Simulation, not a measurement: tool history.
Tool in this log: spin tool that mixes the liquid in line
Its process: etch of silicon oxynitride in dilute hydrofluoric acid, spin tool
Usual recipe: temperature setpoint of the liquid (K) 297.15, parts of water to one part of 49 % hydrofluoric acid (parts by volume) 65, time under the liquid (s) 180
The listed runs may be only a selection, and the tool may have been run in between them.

run,day,temperature setpoint of the liquid (K),parts of water to one part of 49 % hydrofluoric acid (parts by volume),time under the liquid (s),"read-back film thickness of the silicon oxynitride reference wafer, read on the same gauge (nm)",thickness taken off the silicon oxynitride on a monitor wafer (nm)
1,0.000,297.15,65,180,110.01,5.56
2,1.288,295.15,65,180,110.00,5.00
3,2.179,295.15,65,180,110.00,5.03
4,3.512,295.15,65,180,110.01,5.00
5,4.921,297.15,65,180,110.00,5.46
6,6.379,297.15,65,180,109.98,5.50
7,8.933,297.15,65,180,110.03,5.50
8,10.258,297.15,45,125,110.04,5.59
9,10.875,297.15,45,125,110.03,5.60
10,12.338,297.15,65,220,110.01,6.67
11,13.312,297.15,65,220,110.02,6.71
12,13.817,297.15,65,180,109.96,5.43
13,15.067,297.15,65,180,109.97,5.47
14,16.479,297.15,65,180,109.95,5.46
15,17.125,297.15,65,180,110.02,5.44
# day 18.892: thermometer replaced
16,20.458,297.15,65,180,109.98,5.42
17,21.258,297.15,65,180,110.06,5.44
18,21.788,294.65,55,180,110.03,5.75
19,23.225,297.15,65,180,110.00,5.44
20,24.667,295.65,65,180,110.00,5.03
21,25.821,297.15,65,180,110.04,5.37
22,26.804,297.15,65,180,109.93,5.40
# day 27.425: hydrofluoric acid flow meter replaced
23,27.446,295.15,65,255,110.01,7.39
24,28.575,292.65,40,180,109.97,7.50
25,29.792,294.65,50,115,110.05,4.25
# day 30.150: gauge calibrated
26,31.017,297.15,65,275,109.99,8.68
27,31.821,300.15,65,80,110.01,2.92
28,33.062,293.15,55,245,109.99,7.53
29,34.471,300.15,45,245,109.97,13.15
30,35.492,292.65,75,140,110.01,3.05
31,36.646,294.15,85,290,110.03,5.93
32,37.608,298.65,55,135,110.02,5.41
33,38.525,301.65,35,245,109.98,18.20

Predict each of these 3 candidate next runs independently; none follows another, all start after run 33:
A,38.546,297.15,65,180,?,?
B,38.546,293.65,40,180,?,?
C,38.546,298.65,80,135,?,?

run,"read-back film thickness of the silicon oxynitride reference wafer, read on the same gauge (nm)",thickness taken off the silicon oxynitride on a monitor wafer (nm)
A,109.97,5.62
B,109.97,7.84
C,109.97,3.63
What these runs would have given with no unlogged condition in the tool:
run,thickness taken off the silicon oxynitride on a monitor wafer (nm)
A,5.70
B,7.95
C,3.69

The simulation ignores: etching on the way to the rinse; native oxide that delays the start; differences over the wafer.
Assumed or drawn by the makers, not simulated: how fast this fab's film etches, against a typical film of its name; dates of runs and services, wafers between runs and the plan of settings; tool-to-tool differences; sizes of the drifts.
